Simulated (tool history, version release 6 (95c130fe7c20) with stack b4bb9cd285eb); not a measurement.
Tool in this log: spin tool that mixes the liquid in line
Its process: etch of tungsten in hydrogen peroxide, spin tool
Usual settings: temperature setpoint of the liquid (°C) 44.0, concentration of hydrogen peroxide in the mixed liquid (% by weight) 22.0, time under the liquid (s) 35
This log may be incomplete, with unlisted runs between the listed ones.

run	hour	temperature setpoint of the liquid (°C)	concentration of hydrogen peroxide in the mixed liquid (% by weight)	time under the liquid (s)	read-back film thickness of the tungsten reference wafer, read on the same gauge (nm)	thickness taken off the tungsten on a monitor wafer (nm)
1	0.0	44.0	22.0	35	30.00	30.11
2	59.3	44.0	22.0	35	30.00	30.20
3	106.3	44.0	22.0	35	30.00	30.33
# hour 150.2: gauge calibrated
4	153.8	44.0	23.5	35	29.99	31.16
# hour 188.1: thermometer replaced
5	305.8	44.0	22.0	50	30.00	42.27
6	330.9	47.0	22.0	35	30.00	35.73
# hour 397.0: peroxide flow meter replaced
7	397.5	47.0	22.0	35	29.98	35.53
8	432.6	47.0	22.0	35	30.00	35.73
9	494.6	44.0	22.0	35	30.01	29.41
10	527.7	44.0	22.0	35	30.00	29.41
11	563.6	38.0	22.0	15	30.00	8.47
12	678.8	44.0	28.0	35	30.00	32.78
13	716.8	49.5	22.0	50	29.99	58.76
14	752.9	50.5	15.5	50	30.01	52.53
15	784.2	51.5	18.0	35	29.98	41.81
16	854.9	50.0	25.0	35	29.99	44.42
17	916.2	47.0	19.0	20	30.00	18.34
# hour 927.2: new drum of peroxide connected
18	958.9	47.5	22.0	20	30.01	21.41
# hour 979.7: heated supply line repaired
19	992.4	37.0	22.0	35	30.00	19.99
20	1042.0	47.0	25.0	40	30.01	46.41
21	1081.3	44.0	22.0	35	29.99	31.50
22	1150.5	40.0	22.0	50	30.02	34.66
23	1182.1	46.5	22.0	35	30.01	36.64
# hour 1188.8: peroxide flow meter replaced
24	1245.2	44.0	22.0	35	29.99	31.09
25	1308.4	47.5	22.0	20	30.00	21.99
26	1341.9	44.0	22.0	55	30.02	48.51
# hour 1394.4: thermometer replaced
27	1400.3	47.0	26.0	45	29.99	51.78

3 ways to go on from here, each from the tool as it stands after run 27. What would each give?
A	1400.7	44.0	22.0	35	?	?
B	1400.7	50.0	19.5	30	?	?
C	1400.7	40.5	19.0	50	?	?

run	read-back film thickness of the tungsten reference wafer, read on the same gauge (nm)	thickness taken off the tungsten on a monitor wafer (nm)
A	29.98	30.85
B	29.98	36.20
C	29.98	32.71
Had the tool no hidden state, the same runs would have come out as:
run	thickness taken off the tungsten on a monitor wafer (nm)
A	31.74
B	37.21
C	33.66

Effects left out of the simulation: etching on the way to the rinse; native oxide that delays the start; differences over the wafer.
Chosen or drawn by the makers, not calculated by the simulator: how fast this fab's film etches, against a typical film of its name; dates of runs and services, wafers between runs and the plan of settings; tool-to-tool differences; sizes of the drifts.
